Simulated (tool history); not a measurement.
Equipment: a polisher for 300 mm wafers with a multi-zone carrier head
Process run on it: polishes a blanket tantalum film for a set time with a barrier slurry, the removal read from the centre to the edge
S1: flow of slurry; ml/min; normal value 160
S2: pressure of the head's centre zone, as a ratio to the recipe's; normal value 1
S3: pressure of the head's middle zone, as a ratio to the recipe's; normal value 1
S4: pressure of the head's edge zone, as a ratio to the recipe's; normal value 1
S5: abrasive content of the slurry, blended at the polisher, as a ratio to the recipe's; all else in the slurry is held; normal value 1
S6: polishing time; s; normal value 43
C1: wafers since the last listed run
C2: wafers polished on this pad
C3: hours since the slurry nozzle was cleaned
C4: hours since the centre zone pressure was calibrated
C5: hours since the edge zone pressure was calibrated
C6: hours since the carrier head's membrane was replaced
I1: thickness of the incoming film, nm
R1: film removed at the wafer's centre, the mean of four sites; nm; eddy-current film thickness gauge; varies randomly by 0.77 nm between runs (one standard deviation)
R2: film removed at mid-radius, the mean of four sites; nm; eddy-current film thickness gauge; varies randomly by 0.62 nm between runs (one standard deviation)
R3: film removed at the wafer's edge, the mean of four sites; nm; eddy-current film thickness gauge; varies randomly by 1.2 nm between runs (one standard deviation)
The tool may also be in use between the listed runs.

| run | hour | S1 | S2 | S3 | S4 | S5 | S6 | C1 | C2 | C3 | C4 | C5 | C6 | I1 | R1 | R2 | R3 |
|---|---|---|---|---|---|---|---|---|---|---|---|---|---|---|---|---|---|
| 1 | 0 | 160 | 1 | 0.89 | 1 | 1 | 43 | 0 | 947 | 390.9 | 145.1 | 112.8 | 28 | 290.8 | 73.6 | 67.8 | 73.9 |
|  | 7.3 | slurry nozzle cleaned |
| 2 | 9.6 | 160 | 1.04 | 1 | 1 | 1 | 53 | 58 | 1005 | 2.3 | 154.7 | 122.4 | 37.6 | 294.7 | 93.1 | 90.1 | 92 |
|  | 15.3 | worn pad replaced by a new one |
| 3 | 20.1 | 125 | 1 | 1 | 1 | 1 | 43 | 44 | 32 | 12.8 | 165.2 | 132.9 | 48.1 | 288.8 | 78.6 | 78.7 | 78.3 |
| 4 | 27.9 | 160 | 1 | 1 | 1 | 1 | 43 | 52 | 85 | 20.6 | 173 | 140.7 | 55.9 | 285.9 | 80 | 79.3 | 82.1 |
| 5 | 39.1 | 175 | 1 | 0.89 | 1 | 1 | 51 | 75 | 161 | 31.8 | 184.2 | 151.9 | 67.1 | 287.2 | 93.7 | 86.5 | 95.5 |
| 6 | 55.5 | 140 | 0.96 | 1 | 1 | 1 | 43 | 111 | 272 | 48.2 | 200.6 | 168.3 | 83.5 | 292.7 | 74.3 | 79.6 | 79.7 |
| 7 | 67 | 160 | 1 | 1 | 1 | 1 | 43 | 77 | 350 | 59.7 | 212.1 | 179.8 | 95 | 291.9 | 79.1 | 79.2 | 80.7 |
| 8 | 87.2 | 145 | 1 | 0.93 | 1.09 | 1 | 51 | 136 | 487 | 79.9 | 232.3 | 200 | 115.2 | 292.3 | 93.7 | 88.7 | 99.1 |
| 9 | 102.8 | 160 | 1 | 1 | 1 | 1.1 | 43 | 105 | 592 | 95.5 | 247.9 | 215.6 | 130.8 | 293 | 80.1 | 81.6 | 81.1 |
| 10 | 111.2 | 160 | 0.96 | 1 | 0.89 | 1 | 43 | 56 | 649 | 103.9 | 256.3 | 224 | 139.2 | 291.5 | 73.5 | 78.9 | 74 |
| 11 | 150.8 | 160 | 1 | 0.9 | 0.94 | 1 | 43 | 268 | 918 | 143.5 | 295.9 | 263.6 | 178.8 | 287.5 | 74.9 | 70.3 | 75.4 |
|  | 160.8 | worn pad replaced by a new one |
| 12 | 161.3 | 160 | 1 | 0.9 | 0.94 | 1 | 43 | 44 | 3 | 154 | 306.4 | 274.1 | 189.3 | 284.5 | 78.6 | 73.2 | 78.9 |
| 13 | 167.9 | 160 | 1 | 1 | 1 | 1 | 43 | 44 | 48 | 160.6 | 313 | 280.7 | 195.9 | 295.4 | 79.5 | 79.9 | 80 |
| 14 | 178.1 | 135 | 1 | 0.9 | 0.91 | 1 | 57 | 69 | 117 | 170.8 | 323.2 | 290.9 | 206.1 | 286.8 | 103.6 | 94.4 | 98.3 |
| 15 | 188.6 | 125 | 1 | 1 | 1 | 1 | 43 | 71 | 188 | 181.3 | 333.7 | 301.4 | 216.6 | 290 | 76.4 | 77 | 78.3 |
| 16 | 200.3 | 180 | 1 | 1 | 1 | 0.75 | 43 | 79 | 267 | 193 | 345.4 | 313.1 | 228.3 | 291.6 | 69.8 | 70 | 71.6 |
| 17 | 207.9 | 215 | 1 | 1 | 1 | 0.7 | 51 | 51 | 319 | 200.6 | 353 | 320.7 | 235.9 | 287.9 | 81.2 | 81.3 | 81 |
| 18 | 224.6 | 160 | 1 | 1 | 1 | 0.75 | 43 | 113 | 432 | 217.3 | 369.7 | 337.4 | 252.6 | 287.4 | 67.4 | 68.8 | 68 |
| 19 | 242.2 | 210 | 1 | 1 | 1 | 1 | 43 | 119 | 551 | 234.9 | 387.3 | 355 | 270.2 | 292.7 | 78.4 | 80.4 | 80.4 |
|  | 251.9 | centre zone pressure recalibrated |
| 20 | 258.6 | 160 | 0.92 | 1 | 1 | 1 | 43 | 97 | 649 | 251.3 | 6.7 | 371.4 | 286.6 | 285.6 | 71.1 | 78 | 76.2 |
| 21 | 274.1 | 175 | 1 | 0.89 | 1 | 1 | 51 | 105 | 754 | 266.8 | 22.2 | 386.9 | 302.1 | 285.7 | 90.7 | 83.6 | 92.7 |
| 22 | 281.7 | 120 | 0.89 | 1 | 1.09 | 1 | 43 | 51 | 806 | 274.4 | 29.8 | 394.5 | 309.7 | 287.3 | 64.4 | 72.7 | 75.6 |
| 23 | 292.1 | 160 | 1 | 1.08 | 0.95 | 0.9 | 43 | 70 | 876 | 284.8 | 40.2 | 404.9 | 320.1 | 290.9 | 70.1 | 76.2 | 71.5 |

Below are 3 alternative next runs, each starting from the tool's condition after run 23. Predict each:
| A | 292.5 | 160 | 1 | 1 | 1 | 1 | 43 | 2 | 879 | 285.2 | 40.6 | 405.3 | 320.5 | 286.9 | ? | ? | ? |
| B | 292.5 | 160 | 1.09 | 1 | 1 | 1 | 43 | 2 | 879 | 285.2 | 40.6 | 405.3 | 320.5 | 286.9 | ? | ? | ? |
| C | 292.5 | 110 | 1 | 1 | 0.94 | 1 | 43 | 2 | 879 | 285.2 | 40.6 | 405.3 | 320.5 | 286.9 | ? | ? | ? |

| run | R1 | R2 | R3 |
|---|---|---|---|
| A | 73.9 | 75.8 | 76.7 |
| B | 80.6 | 75.8 | 76.7 |
| C | 70.6 | 72.8 | 72.4 |
Without the tool's unlogged condition, the same runs would have read:
| run | R1 | R2 | R3 |
|---|---|---|---|
| A | 79.2 | 81.2 | 82.1 |
| B | 86.4 | 81.1 | 82.1 |
| C | 75.6 | 77.9 | 77.5 |

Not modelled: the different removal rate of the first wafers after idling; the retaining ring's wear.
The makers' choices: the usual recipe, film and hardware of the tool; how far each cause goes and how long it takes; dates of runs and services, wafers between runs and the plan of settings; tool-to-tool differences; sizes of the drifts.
